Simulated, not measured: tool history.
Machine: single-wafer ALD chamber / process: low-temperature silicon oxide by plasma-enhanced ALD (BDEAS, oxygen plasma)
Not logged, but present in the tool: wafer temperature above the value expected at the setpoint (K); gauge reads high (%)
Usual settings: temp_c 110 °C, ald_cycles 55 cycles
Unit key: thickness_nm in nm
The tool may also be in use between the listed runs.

run,hour,temp_c,ald_cycles,wafers since the last listed run,hours since the last thermocouple change,hours since the gauge calibration,"read-back reference wafer on the same gauge, thickness_nm",thickness_nm
1,0.0,110,55,0,2262.2,527.6,6.922,7.037
2,12.7,110,55,74,2274.9,540.3,6.916,7.084
3,20.8,110,55,47,2283.0,548.4,6.922,7.026
4,36.7,110,55,93,2298.9,564.3,6.924,7.044
5,54.5,110,55,104,2316.7,582.1,6.922,7.033
6,87.5,110,55,194,2349.7,615.1,6.913,7.055
7,94.9,110,55,43,2357.1,622.5,6.920,7.052
8,107.3,110,55,73,2369.5,634.9,6.920,7.022
9,116.1,110,55,51,2378.3,643.7,6.917,7.050
10,123.5,110,55,43,2385.7,651.1,6.918,7.061
11,132.3,102,55,51,2394.5,659.9,6.921,7.182
12,140.1,102,55,45,2402.3,667.7,6.922,7.117
13,157.0,102,55,99,2419.2,684.6,6.915,7.093
14,167.5,110,55,61,2429.7,695.1,6.917,7.026
15,175.5,110,55,47,2437.7,703.1,6.927,7.044
16,210.1,105,55,203,2472.3,737.7,6.914,7.088
17,250.1,105,55,235,2512.3,777.7,6.923,7.107
18,267.8,121,55,104,2530.0,795.4,6.928,6.932
19,281.3,121,55,79,2543.5,808.9,6.924,6.886
20,289.2,110,59,46,2551.4,816.8,6.924,7.562
21,304.3,110,59,88,2566.5,831.9,6.921,7.598
22,311.7,101,49,43,2573.9,839.3,6.925,6.370
# hour 326.5: thermocouple changed; heater temperature recalibrated
23,329.3,102,55,56,2.8,856.9,6.913,7.161
# hour 332.6: gauge calibrated
24,345.1,110,55,93,18.6,12.5,6.917,7.063
25,356.1,110,55,64,29.6,23.5,6.921,7.032
26,366.0,120,46,58,39.5,33.4,6.915,5.790
27,381.2,110,55,89,54.7,48.6,6.922,7.032
28,395.3,110,50,83,68.8,62.7,6.922,6.372
29,403.2,105,64,46,76.7,70.6,6.922,8.258
30,417.9,115,58,86,91.4,85.3,6.919,7.344
31,425.3,110,52,43,98.8,92.7,6.928,6.703
32,439.2,121,65,81,112.7,106.6,6.912,8.151
33,457.1,121,55,105,130.6,124.5,6.914,6.942
34,471.7,120,55,86,145.2,139.1,6.926,6.946
35,489.3,118,55,103,162.8,156.7,6.913,6.959
36,501.0,100,55,68,174.5,168.4,6.923,7.203
37,515.2,110,55,83,188.7,182.6,6.916,7.033
38,530.6,100,66,90,204.1,198.0,6.927,8.597
39,544.4,110,46,81,217.9,211.8,6.918,5.909
40,560.5,110,55,94,234.0,227.9,6.922,7.034
41,594.6,101,48,200,268.1,262.0,6.924,6.216
42,610.3,110,55,92,283.8,277.7,6.912,7.059
43,622.4,110,47,71,295.9,289.8,6.918,6.041
44,637.3,110,55,87,310.8,304.7,6.925,7.049
45,649.4,98,55,71,322.9,316.8,6.918,7.207

Exercise: give the hidden state of the tool at every run:
wafer temperature above the value expected at the setpoint (K): 0 at every run
gauge reads high (%): 0 at every run

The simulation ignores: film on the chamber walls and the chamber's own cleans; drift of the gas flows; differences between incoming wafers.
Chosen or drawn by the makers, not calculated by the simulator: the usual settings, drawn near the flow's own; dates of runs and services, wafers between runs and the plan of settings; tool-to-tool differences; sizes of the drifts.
